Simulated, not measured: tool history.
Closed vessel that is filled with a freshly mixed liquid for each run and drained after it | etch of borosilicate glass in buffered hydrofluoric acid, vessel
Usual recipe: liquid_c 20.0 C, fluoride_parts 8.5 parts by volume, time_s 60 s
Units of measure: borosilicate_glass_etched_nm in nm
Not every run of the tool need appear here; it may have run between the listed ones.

run,hour,liquid_c,fluoride_parts,time_s,"read-back film thickness of the borosilicate glass reference wafer, read on the same gauge (nm)",borosilicate_glass_etched_nm
1,0.0,20.0,8.5,45,30.02,50.47
2,48.9,20.0,11.0,40,30.01,35.95
3,139.5,20.0,10.5,60,30.01,55.83
4,234.0,20.0,8.5,60,29.99,67.77
5,325.2,20.0,8.5,60,30.00,67.39
6,415.0,20.0,8.5,60,30.02,68.42
7,511.4,20.0,8.5,60,29.99,67.08
8,592.7,20.0,8.5,60,29.97,67.37
9,687.0,20.0,8.5,60,30.02,67.58
10,827.6,20.0,8.5,60,30.02,67.88
11,900.4,20.0,8.5,60,30.00,68.08
12,960.6,20.0,8.5,60,30.01,68.08
13,1066.4,20.0,8.5,60,29.99,68.88
14,1157.8,20.0,8.5,70,29.98,78.33
15,1211.2,20.0,8.5,70,29.98,79.10
16,1301.2,20.0,8.5,70,29.98,79.27
17,1355.3,20.0,8.5,75,30.01,85.00
18,1424.4,17.5,5.0,75,29.97,123.89
19,1465.1,21.5,8.5,50,30.01,60.73
20,1568.2,20.0,8.5,70,30.02,79.33
21,1633.5,23.5,5.5,60,29.98,126.66
22,1708.8,17.0,11.0,50,29.98,38.26
23,1764.5,20.0,8.5,60,29.99,68.25
24,1851.4,20.0,8.5,30,30.00,33.77
25,1910.1,17.0,11.5,60,30.01,43.94
26,1963.3,17.0,8.5,30,30.01,28.99
27,2013.8,20.0,8.5,40,29.98,45.08
28,2071.3,23.0,8.5,60,29.98,78.88
29,2109.1,20.0,11.0,60,30.01,54.65
30,2193.3,20.0,5.0,85,29.99,160.70
31,2291.4,20.0,8.5,60,29.99,66.96
32,2371.9,20.0,8.5,60,30.00,68.25
33,2455.8,23.5,5.0,70,30.01,158.22

The log once held 4 entries between its listed runs, left out of this copy. Where does each go, and what is different about the tool's unlogged condition between the listed run before it and the listed run after it?
Run 10 -> run 11: hydrofluoric acid flow meter replaced (hour 884.9)
  no hidden state differs between the two runs
Run 15 -> run 16: thermometer replaced (hour 1224.1)
  no hidden state differs between the two runs
Run 18 -> run 19: gauge calibrated (hour 1430.8)
  no hidden state differs between the two runs
Run 30 -> run 31: hydrofluoric acid flow meter replaced (hour 2277.3)
  no hidden state differs between the two runs
